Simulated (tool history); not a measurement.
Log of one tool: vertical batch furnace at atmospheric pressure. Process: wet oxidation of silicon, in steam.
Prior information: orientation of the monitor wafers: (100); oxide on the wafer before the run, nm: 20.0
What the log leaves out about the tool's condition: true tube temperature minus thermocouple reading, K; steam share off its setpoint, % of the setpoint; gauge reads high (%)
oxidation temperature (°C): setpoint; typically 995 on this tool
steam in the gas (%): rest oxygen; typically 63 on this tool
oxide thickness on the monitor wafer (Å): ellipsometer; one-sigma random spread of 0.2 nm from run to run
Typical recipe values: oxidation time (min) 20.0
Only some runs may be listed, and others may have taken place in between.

run	hour	oxidation temperature (°C)	oxidation time (min)	steam in the gas (%)	wafers since the last listed run	hours since the last temperature calibration	hours since the steam generator was serviced	hours since the gauge calibration	read-back reference wafer on the same gauge, thickness	oxide thickness on the monitor wafer (Å)
1	0.0	995	20.0	63	0	3477.1	3665.1	266.9	102.94	1239.0
2	15.4	995	20.0	63	260	3492.5	3680.5	282.3	102.98	1244.6
3	41.3	995	20.0	63	438	3518.4	3706.4	308.2	102.99	1239.0
4	59.1	995	20.0	63	301	3536.2	3724.2	326.0	103.04	1248.3
5	73.3	995	20.0	68	240	3550.4	3738.4	340.2	102.95	1313.0
6	107.7	995	20.0	68	582	3584.8	3772.8	374.6	103.02	1317.3
7	131.5	995	20.0	63	403	3608.6	3796.6	398.4	103.01	1247.0
# hour 229.3: steam generator serviced
8	230.2	995	20.0	63	1265	3707.3	0.9	497.1	102.96	1326.7
# hour 267.5: thermocouples replaced and temperature profile calibrated
9	268.0	995	20.0	63	233	0.5	38.7	534.9	102.99	1251.1
10	271.6	995	20.0	63	60	4.1	42.3	538.5	103.09	1251.0
# hour 291.8: gauge calibrated
11	328.7	995	20.0	58	967	61.2	99.4	36.9	102.98	1175.6
12	348.5	995	27.0	63	335	81.0	119.2	56.7	103.01	1548.4
13	377.5	995	20.0	63	491	110.0	148.2	85.7	103.00	1248.8
14	399.1	1016	15.5	51	365	131.6	169.8	107.3	102.93	1077.3
15	419.1	995	20.0	70	338	151.6	189.8	127.3	103.04	1342.3
16	493.1	989	20.0	63	1253	225.6	263.8	201.3	103.04	1173.4
17	520.7	1003	20.0	63	467	253.2	291.4	228.9	103.09	1334.5
18	551.0	995	20.0	55	513	283.5	321.7	259.2	102.99	1121.9
19	571.1	1013	23.0	52	340	303.6	341.8	279.3	103.04	1394.9
20	586.9	995	20.0	63	267	319.4	357.6	295.1	103.00	1234.5

Some steps in oxide thickness on the monitor wafer (Å) between neighbouring runs. How much of each would the tool show without its hidden state too (settings, what came in, random variation), and how much is left for the hidden state, with any gauge scatter that isn't in both results?
Run 7 -> 8: steam generator serviced. oxide thickness on the monitor wafer (Å) +79.7: hidden state +81.3, all else -1.6.
Run 8 -> 9: thermocouples replaced and temperature profile calibrated. oxide thickness on the monitor wafer (Å) -75.6: hidden state -76.5, all else +0.9.
Run 11 -> 12: oxidation time (min) 20.0 -> 27.0, steam in the gas (%) 58 -> 63. oxide thickness on the monitor wafer (Å) +372.8: hidden state -5.4, all else +378.2.
Run 12 -> 13: oxidation time (min) 27.0 -> 20.0. oxide thickness on the monitor wafer (Å) -299.6: hidden state +1.9, all else -301.5.
